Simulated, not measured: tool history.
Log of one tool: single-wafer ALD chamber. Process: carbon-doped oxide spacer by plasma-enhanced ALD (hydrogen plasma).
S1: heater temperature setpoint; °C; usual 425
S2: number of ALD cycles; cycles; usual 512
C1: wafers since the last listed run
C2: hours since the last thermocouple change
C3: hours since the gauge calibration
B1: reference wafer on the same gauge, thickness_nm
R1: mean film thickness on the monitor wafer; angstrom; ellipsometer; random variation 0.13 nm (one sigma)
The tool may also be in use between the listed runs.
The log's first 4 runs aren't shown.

run 5 hour=169.2 | S1=436 S2=512 | C1=54 C2=1719.8 C3=1297.6 | B1=21.079 | R1=216.96
run 6 hour=203.9 | S1=436 S2=512 | C1=30 C2=1754.5 C3=1332.3 | B1=21.098 | R1=217.82
run 7 hour=262.7 | S1=436 S2=512 | C1=52 C2=1813.3 C3=1391.1 | B1=21.108 | R1=217.85
run 8 hour=288.7 | S1=425 S2=512 | C1=23 C2=1839.3 C3=1417.1 | B1=21.092 | R1=226.1
run 9 hour=349.2 | S1=431 S2=512 | C1=53 C2=1899.8 C3=1477.6 | B1=21.088 | R1=223.18
run 10 hour=377.5 | S1=431 S2=512 | C1=25 C2=1928.1 C3=1505.9 | B1=21.088 | R1=221.9
run 11 hour=403.8 | S1=421 S2=558 | C1=23 C2=1954.4 C3=1532.2 | B1=21.1 | R1=249.24
run 12 hour=437.7 | S1=421 S2=558 | C1=30 C2=1988.3 C3=1566.1 | B1=21.088 | R1=248.6
run 13 hour=469.4 | S1=421 S2=558 | C1=28 C2=2020 C3=1597.8 | B1=21.101 | R1=250.75
run 14 hour=519.3 | S1=429 S2=512 | C1=44 C2=2069.9 C3=1647.7 | B1=21.101 | R1=222.58
run 15 hour=581.7 | S1=425 S2=512 | C1=55 C2=2132.3 C3=1710.1 | B1=21.117 | R1=224.72
run 16 hour=629.5 | S1=425 S2=512 | C1=42 C2=2180.1 C3=1757.9 | B1=21.083 | R1=227.28
run 17 hour=674.9 | S1=425 S2=512 | C1=40 C2=2225.5 C3=1803.3 | B1=21.11 | R1=224.33
run 18 hour=738.5 | S1=425 S2=484 | C1=56 C2=2289.1 C3=1866.9 | B1=21.087 | R1=212.6
run 19 hour=769.7 | S1=425 S2=484 | C1=27 C2=2320.3 C3=1898.1 | B1=21.08 | R1=214.36
run 20 hour=966.4 | S1=425 S2=578 | C1=174 C2=2517 C3=2094.8 | B1=21.083 | R1=254.19
run 21 hour=1031.8 | S1=425 S2=512 | C1=58 C2=2582.4 C3=2160.2 | B1=21.104 | R1=226.41
-- hour=1083.1 gauge calibrated
run 22 hour=1096.2 | S1=411 S2=589 | C1=57 C2=2646.8 C3=13.1 | B1=21.101 | R1=271.3
run 23 hour=1154 | S1=416 S2=512 | C1=51 C2=2704.6 C3=70.9 | B1=21.125 | R1=231.03
run 24 hour=1183 | S1=417 S2=557 | C1=25 C2=2733.6 C3=99.9 | B1=21.121 | R1=253.76
run 25 hour=1214.3 | S1=425 S2=512 | C1=27 C2=2764.9 C3=131.2 | B1=21.124 | R1=225.95
run 26 hour=1265.6 | S1=411 S2=576 | C1=45 C2=2816.2 C3=182.5 | B1=21.119 | R1=263.43

Run 27 comes next. What will it give?
run 27 hour=1319.6 | S1=425 S2=469 | C1=47 C2=2870.2 C3=236.5 | B1=? | R1=?

B1: 21.076
R1: 207.47 angstrom
Without the tool's hidden state the same run would have given R1 207.47 angstrom.
